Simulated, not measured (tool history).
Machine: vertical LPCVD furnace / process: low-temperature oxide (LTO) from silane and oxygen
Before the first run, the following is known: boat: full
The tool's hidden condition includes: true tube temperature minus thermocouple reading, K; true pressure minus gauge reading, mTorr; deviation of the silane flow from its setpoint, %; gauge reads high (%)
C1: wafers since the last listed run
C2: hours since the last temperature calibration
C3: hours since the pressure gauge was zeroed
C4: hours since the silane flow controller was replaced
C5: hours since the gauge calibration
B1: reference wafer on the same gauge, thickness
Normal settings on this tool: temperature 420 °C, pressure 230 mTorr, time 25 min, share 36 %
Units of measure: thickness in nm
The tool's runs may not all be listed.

Run 1, hour 0: usual settings; C1 0; C2 3179.1; C3 2046.3; C4 4351.7; C5 847.6; B1 278.05. Result: thickness 271.47 nm.
Run 2, hour 45.1: usual settings; C1 1022; C2 3224.2; C3 2091.4; C4 4396.8; C5 892.7; B1 277.67. Result: thickness 270.62 nm.
Run 3, hour 92.8: usual settings but temperature 415 °C, share 31 %; C1 1081; C2 3271.9; C3 2139.1; C4 4444.5; C5 940.4; B1 277.82. Result: thickness 210.27 nm.
Run 4, hour 188.3: usual settings but temperature 415 °C, share 31 %; C1 2164; C2 3367.4; C3 2234.6; C4 4540; C5 1035.9; B1 278.09. Result: thickness 209.78 nm.
Run 5, hour 265.5: usual settings; C1 1750; C2 3444.6; C3 2311.8; C4 4617.2; C5 1113.1; B1 277.79. Result: thickness 272.2 nm.
Run 6, hour 361.7: usual settings; C1 2180; C2 3540.8; C3 2408; C4 4713.4; C5 1209.3; B1 277.82. Result: thickness 272.23 nm.
Run 7, hour 425: usual settings but pressure 190 mTorr; C1 1435; C2 3604.1; C3 2471.3; C4 4776.7; C5 1272.6; B1 278. Result: thickness 227.74 nm.
At hour 478.5: silane flow controller replaced.
Run 8, hour 488.7: usual settings but pressure 190 mTorr; C1 900; C2 3667.8; C3 2535; C4 10.2; C5 1336.3; B1 278.43. Result: thickness 226.96 nm.
Run 9, hour 578.8: usual settings; C1 2042; C2 3757.9; C3 2625.1; C4 100.3; C5 1426.4; B1 277.85. Result: thickness 276.34 nm.
At hour 666.8: thermocouples replaced and temperature profile calibrated.
Run 10, hour 667.3: usual settings but temperature 417 °C, pressure 260 mTorr; C1 1462; C2 0.5; C3 2713.6; C4 188.8; C5 1514.9; B1 277.95. Result: thickness 298.11 nm.
At hour 698.9: gauge calibrated.
At hour 703.8: pressure gauge zeroed.
Run 11, hour 716.6: usual settings but temperature 413 °C, pressure 265 mTorr; C1 573; C2 49.8; C3 12.8; C4 238.1; C5 17.7; B1 278.18. Result: thickness 283.09 nm.
Run 12, hour 768.9: usual settings but pressure 190 mTorr; C1 1185; C2 102.1; C3 65.1; C4 290.4; C5 70; B1 278.38. Result: thickness 220.8 nm.
Run 13, hour 841.4: usual settings but pressure 250 mTorr, share 32 %; C1 1643; C2 174.6; C3 137.6; C4 362.9; C5 142.5; B1 277.56. Result: thickness 247.61 nm.
Run 14, hour 948.2: usual settings but time 17.5 min, share 33 %; C1 2421; C2 281.4; C3 244.4; C4 469.7; C5 249.3; B1 277.8. Result: thickness 166.7 nm.
Run 15, hour 1028.9: usual settings but temperature 409 °C, pressure 210 mTorr, share 42 %; C1 1829; C2 362.1; C3 325.1; C4 550.4; C5 330; B1 277.92. Result: thickness 258.26 nm.
Run 16, hour 1110.2: usual settings but temperature 409 °C; C1 1843; C2 443.4; C3 406.4; C4 631.7; C5 411.3; B1 278.17. Result: thickness 237.84 nm.
Run 17, hour 1181.9: usual settings but time 21.5 min; C1 1625; C2 515.1; C3 478.1; C4 703.4; C5 483; B1 277.99. Result: thickness 230.38 nm.
Run 18, hour 1258.8: usual settings; C1 1743; C2 592; C3 555; C4 780.3; C5 559.9; B1 278.29. Result: thickness 267.72 nm.
Run 19, hour 1349.5: usual settings; C1 2056; C2 682.7; C3 645.7; C4 871; C5 650.6; B1 277.87. Result: thickness 270.59 nm.

Predict each of these 5 candidate next runs independently; none follows another, all start after run 19:
Run A, hour 1353.2: usual settings; C1 83; C2 686.4; C3 649.4; C4 874.7; C5 654.3; B1 ?. Result: thickness ?.
Run B, hour 1353.2: usual settings but time 17 min, share 40 %; C1 83; C2 686.4; C3 649.4; C4 874.7; C5 654.3; B1 ?. Result: thickness ?.
Run C, hour 1353.2: usual settings but share 31 %; C1 83; C2 686.4; C3 649.4; C4 874.7; C5 654.3; B1 ?. Result: thickness ?.
Run D, hour 1353.2: usual settings but pressure 260 mTorr, time 17.5 min; C1 83; C2 686.4; C3 649.4; C4 874.7; C5 654.3; B1 ?. Result: thickness ?.
Run E, hour 1353.2: usual settings but temperature 416 °C; C1 83; C2 686.4; C3 649.4; C4 874.7; C5 654.3; B1 ?. Result: thickness ?.

run      B1  thickness
  A  277.91     270.33
  B  277.91     208.32
  C  277.91     221.96
  D  277.91     213.54
  E  277.91      259.1
What these runs would have given with no unlogged condition in the tool:
run  thickness
  A     266.19
  B     205.13
  C     218.56
  D     210.64
  E     255.13

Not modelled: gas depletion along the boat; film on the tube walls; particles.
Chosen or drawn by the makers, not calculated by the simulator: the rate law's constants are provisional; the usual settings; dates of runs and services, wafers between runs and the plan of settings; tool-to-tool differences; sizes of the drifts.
